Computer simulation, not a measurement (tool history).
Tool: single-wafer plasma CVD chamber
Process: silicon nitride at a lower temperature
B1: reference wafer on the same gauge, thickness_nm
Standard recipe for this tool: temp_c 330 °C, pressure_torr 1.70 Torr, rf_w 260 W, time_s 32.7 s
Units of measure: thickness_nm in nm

{"run": 1, "hour": 0.0, "temp_c": 330, "pressure_torr": 1.7, "rf_w": 275, "time_s": 30.5, "B1": 44.888, "thickness_nm": 36.061}
{"run": 2, "hour": 7.6, "temp_c": 330, "pressure_torr": 1.7, "rf_w": 275, "time_s": 30.5, "B1": 44.911, "thickness_nm": 35.994}
{"run": 3, "hour": 15.1, "temp_c": 330, "pressure_torr": 1.7, "rf_w": 275, "time_s": 30.5, "B1": 44.898, "thickness_nm": 35.89}
{"run": 4, "hour": 22.0, "temp_c": 330, "pressure_torr": 1.7, "rf_w": 260, "time_s": 32.7, "B1": 44.89, "thickness_nm": 36.91}
{"run": 5, "hour": 28.5, "temp_c": 330, "pressure_torr": 1.7, "rf_w": 260, "time_s": 32.7, "B1": 44.894, "thickness_nm": 36.943}
{"run": 6, "hour": 38.6, "temp_c": 330, "pressure_torr": 1.7, "rf_w": 260, "time_s": 32.7, "B1": 44.917, "thickness_nm": 36.882}
{"run": 7, "hour": 45.5, "temp_c": 330, "pressure_torr": 1.7, "rf_w": 260, "time_s": 32.7, "B1": 44.895, "thickness_nm": 36.814}
{"hour": 59.4, "done": "thermocouple changed; heater temperature recalibrated"}
{"hour": 82.1, "done": "RF generator calibrated"}
{"run": 8, "hour": 82.6, "temp_c": 330, "pressure_torr": 1.7, "rf_w": 260, "time_s": 32.7, "B1": 44.908, "thickness_nm": 39.128}
{"run": 9, "hour": 86.8, "temp_c": 330, "pressure_torr": 1.7, "rf_w": 230, "time_s": 32.7, "B1": 44.886, "thickness_nm": 35.335}
{"hour": 95.8, "done": "showerhead replaced"}
{"run": 10, "hour": 96.3, "temp_c": 330, "pressure_torr": 1.7, "rf_w": 275, "time_s": 30.5, "B1": 44.91, "thickness_nm": 38.044}
{"run": 11, "hour": 105.9, "temp_c": 330, "pressure_torr": 1.7, "rf_w": 260, "time_s": 32.7, "B1": 44.917, "thickness_nm": 39.203}
{"hour": 112.7, "done": "gauge calibrated"}
{"hour": 128.3, "done": "capacitance manometer re-zeroed and calibrated"}
{"run": 12, "hour": 128.8, "temp_c": 321, "pressure_torr": 2.08, "rf_w": 260, "time_s": 29.8, "B1": 44.894, "thickness_nm": 38.175}
{"run": 13, "hour": 129.1, "temp_c": 324, "pressure_torr": 1.7, "rf_w": 300, "time_s": 35.5, "B1": 44.926, "thickness_nm": 47.369}
{"run": 14, "hour": 142.7, "temp_c": 343, "pressure_torr": 1.42, "rf_w": 260, "time_s": 32.7, "B1": 44.888, "thickness_nm": 36.366}
{"run": 15, "hour": 157.2, "temp_c": 330, "pressure_torr": 1.7, "rf_w": 260, "time_s": 32.7, "B1": 44.902, "thickness_nm": 39.047}
{"run": 16, "hour": 164.5, "temp_c": 330, "pressure_torr": 1.7, "rf_w": 210, "time_s": 32.7, "B1": 44.898, "thickness_nm": 32.704}
{"run": 17, "hour": 171.6, "temp_c": 334, "pressure_torr": 1.57, "rf_w": 260, "time_s": 32.7, "B1": 44.897, "thickness_nm": 37.871}
{"run": 18, "hour": 181.5, "temp_c": 330, "pressure_torr": 1.7, "rf_w": 240, "time_s": 27.5, "B1": 44.9, "thickness_nm": 30.862}

What was the tool's hidden state at every run in the log?
wafer temperature above the value expected at the setpoint (K): 0 in every run
true pressure above the setpoint (%): 0 in every run
gauge reads high (%): 0 in every run
H1: delivered RF power above the setpoint (%)
run=1 H1=-7.36
run=2 H1=-7.43
run=3 H1=-7.49
run=4 H1=-7.55
run=5 H1=-7.61
run=6 H1=-7.7
run=7 H1=-7.76
run=8 H1=-0.7
run=9 H1=-0.7
run=10 H1=-0.7
run=11 H1=-0.701
run=12 H1=-0.706
run=13 H1=-0.706
run=14 H1=-0.71
run=15 H1=-0.716
run=16 H1=-0.719
run=17 H1=-0.723
run=18 H1=-0.729
